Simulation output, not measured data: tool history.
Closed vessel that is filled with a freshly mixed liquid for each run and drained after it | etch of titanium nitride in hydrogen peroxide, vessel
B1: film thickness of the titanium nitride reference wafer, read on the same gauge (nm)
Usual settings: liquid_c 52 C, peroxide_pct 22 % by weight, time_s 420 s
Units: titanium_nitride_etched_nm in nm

run 1 hour=0 | liquid_c=52 peroxide_pct=23.5 time_s=505 | B1=39.98 | titanium_nitride_etched_nm=23.4
run 2 hour=28.7 | liquid_c=52 peroxide_pct=23.5 time_s=505 | B1=39.99 | titanium_nitride_etched_nm=23.5
run 3 hour=64 | liquid_c=52 peroxide_pct=23.5 time_s=505 | B1=39.97 | titanium_nitride_etched_nm=23.33
run 4 hour=82.7 | liquid_c=45 peroxide_pct=22 time_s=420 | B1=40.04 | titanium_nitride_etched_nm=11.44
run 5 hour=117 | liquid_c=45 peroxide_pct=22 time_s=420 | B1=40.04 | titanium_nitride_etched_nm=11.48
run 6 hour=130.1 | liquid_c=52 peroxide_pct=22 time_s=420 | B1=40.03 | titanium_nitride_etched_nm=19.22
run 7 hour=155.8 | liquid_c=52 peroxide_pct=22 time_s=420 | B1=40.01 | titanium_nitride_etched_nm=18.96
-- hour=179.2 gauge calibrated
run 8 hour=190.7 | liquid_c=52 peroxide_pct=22 time_s=420 | B1=39.99 | titanium_nitride_etched_nm=18.99
run 9 hour=224.8 | liquid_c=52 peroxide_pct=22 time_s=420 | B1=40 | titanium_nitride_etched_nm=18.78
-- hour=230.9 peroxide flow meter replaced
run 10 hour=257.2 | liquid_c=52 peroxide_pct=22 time_s=420 | B1=39.98 | titanium_nitride_etched_nm=18.79
run 11 hour=271.2 | liquid_c=52 peroxide_pct=22 time_s=420 | B1=40.01 | titanium_nitride_etched_nm=19.08
run 12 hour=285.6 | liquid_c=52 peroxide_pct=18 time_s=420 | B1=40.01 | titanium_nitride_etched_nm=18.02
-- hour=314 thermometer replaced
run 13 hour=321.5 | liquid_c=52 peroxide_pct=22 time_s=185 | B1=39.97 | titanium_nitride_etched_nm=9.01
run 14 hour=343.1 | liquid_c=52 peroxide_pct=22 time_s=420 | B1=40.03 | titanium_nitride_etched_nm=20.52
run 15 hour=365.2 | liquid_c=52 peroxide_pct=22 time_s=420 | B1=40 | titanium_nitride_etched_nm=20.13
run 16 hour=392.4 | liquid_c=48.5 peroxide_pct=22 time_s=640 | B1=40.01 | titanium_nitride_etched_nm=23.9
run 17 hour=428.2 | liquid_c=45 peroxide_pct=22 time_s=420 | B1=40.01 | titanium_nitride_etched_nm=12.08
-- hour=434.4 new drum of peroxide connected
run 18 hour=459.4 | liquid_c=52 peroxide_pct=25 time_s=545 | B1=40.01 | titanium_nitride_etched_nm=26.75
run 19 hour=495.3 | liquid_c=52 peroxide_pct=22 time_s=420 | B1=39.97 | titanium_nitride_etched_nm=20.23
run 20 hour=512.8 | liquid_c=52 peroxide_pct=19.5 time_s=275 | B1=40.01 | titanium_nitride_etched_nm=12.8
run 21 hour=545.2 | liquid_c=54.5 peroxide_pct=19 time_s=205 | B1=39.97 | titanium_nitride_etched_nm=11.3
run 22 hour=564.8 | liquid_c=58 peroxide_pct=20.5 time_s=210 | B1=39.98 | titanium_nitride_etched_nm=14.97
run 23 hour=583.8 | liquid_c=52 peroxide_pct=22 time_s=420 | B1=40 | titanium_nitride_etched_nm=19.91
run 24 hour=619.1 | liquid_c=52 peroxide_pct=25 time_s=420 | B1=39.98 | titanium_nitride_etched_nm=20.56
run 25 hour=643.3 | liquid_c=59.5 peroxide_pct=28 time_s=335 | B1=39.99 | titanium_nitride_etched_nm=28.44
run 26 hour=672.6 | liquid_c=52 peroxide_pct=27 time_s=420 | B1=40 | titanium_nitride_etched_nm=20.85

Run 27 comes next. What will it give?
run 27 hour=703.5 | liquid_c=49.5 peroxide_pct=22 time_s=420 | B1=? | titanium_nitride_etched_nm=?

B1: 39.97
titanium_nitride_etched_nm: 16.46 nm
Without the tool's hidden state the same run would have given titanium_nitride_etched_nm 17.09 nm.

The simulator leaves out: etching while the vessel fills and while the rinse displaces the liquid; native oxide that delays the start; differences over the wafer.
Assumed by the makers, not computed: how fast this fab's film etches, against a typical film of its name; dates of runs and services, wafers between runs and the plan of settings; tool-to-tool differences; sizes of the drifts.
